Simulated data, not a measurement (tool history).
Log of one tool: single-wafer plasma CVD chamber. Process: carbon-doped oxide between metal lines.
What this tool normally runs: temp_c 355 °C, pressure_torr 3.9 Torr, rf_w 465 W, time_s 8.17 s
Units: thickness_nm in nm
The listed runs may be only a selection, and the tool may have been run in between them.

run    hour  temp_c  pressure_torr  rf_w  time_s  read-back reference wafer on the same gauge, thickness_nm  thickness_nm
  1       0     355            3.9   465    8.17                                                      39.16        35.573
  2    64.8     355            3.9   465    8.17                                                     39.094        35.562
  3   124.2     355            3.9   465    8.17                                                     39.038        35.808
  4   175.1     355            3.9   465    8.17                                                     39.008        35.529
  5   261.2     355            3.9   465    8.17                                                     38.926         35.52
  6   315.9     355            3.9   465    8.17                                                     38.914        35.291
  7   369.6     355            3.9   465    8.17                                                     38.869        35.299
      438.5  -- thermocouple changed; heater temperature recalibrated
  8   452.1     355            3.9   465    8.17                                                     38.792        35.283
      477.5  -- gauge calibrated
  9   516.3     355            3.9   465    8.17                                                     39.278        35.649
 10   570.9     355            3.9   465    8.17                                                     39.276        35.719
      664.4  -- showerhead replaced
 11   678.4     355            3.9   440    8.17                                                     39.195        34.507
 12   771.5     355            3.9   465    8.17                                                     39.101        35.661
 13   826.4     355            3.9   465    8.17                                                     39.046        35.603
      861.2  -- RF generator calibrated
 14   913.2     355           4.41   410    8.17                                                     38.988        33.543
      931.8  -- capacitance manometer re-zeroed and calibrated
 15  1003.3     355            3.9   465    8.17                                                     38.908        35.466
 16  1071.3     370           4.76   400    6.91                                                     38.848        27.006
 17  1160.1     364           4.81   520    7.74                                                     38.771        35.496
 18    1250     342           4.18   535    7.18                                                      38.68        35.036
     1286.2  -- gauge calibrated
 19    1341     355           3.65   465    8.17                                                      39.37        35.845
 20  1447.3     355            3.9   530    8.17                                                      39.32         38.13

Hidden state or all else? Some run-to-run changes of thickness_nm, split into what the settings, what came in and random variation would give without the hidden state, and what is left for the hidden state (with any gauge scatter that isn't in both results):
Hidden state present: wafer temperature above the value expected at the setpoint (K); delivered RF power above the setpoint (%); true pressure above the setpoint (%); gauge reads high (%).
Run 8 -> 9: gauge calibrated. thickness_nm +0.366 nm: hidden state +0.482, all else -0.116.
Run 15 -> 16: temp_c 355 -> 370, pressure_torr 3.9 -> 4.76, rf_w 465 -> 400, time_s 8.17 -> 6.91. thickness_nm -8.46 nm: hidden state +0.069, all else -8.529.
Run 16 -> 17: temp_c 370 -> 364, pressure_torr 4.76 -> 4.81, rf_w 400 -> 520, time_s 6.91 -> 7.74. thickness_nm +8.49 nm: hidden state -0.192, all else +8.682.
Run 18 -> 19: temp_c 342 -> 355, pressure_torr 4.18 -> 3.65, rf_w 535 -> 465, time_s 7.18 -> 8.17, gauge calibrated. thickness_nm +0.809 nm: hidden state +0.63, all else +0.179.
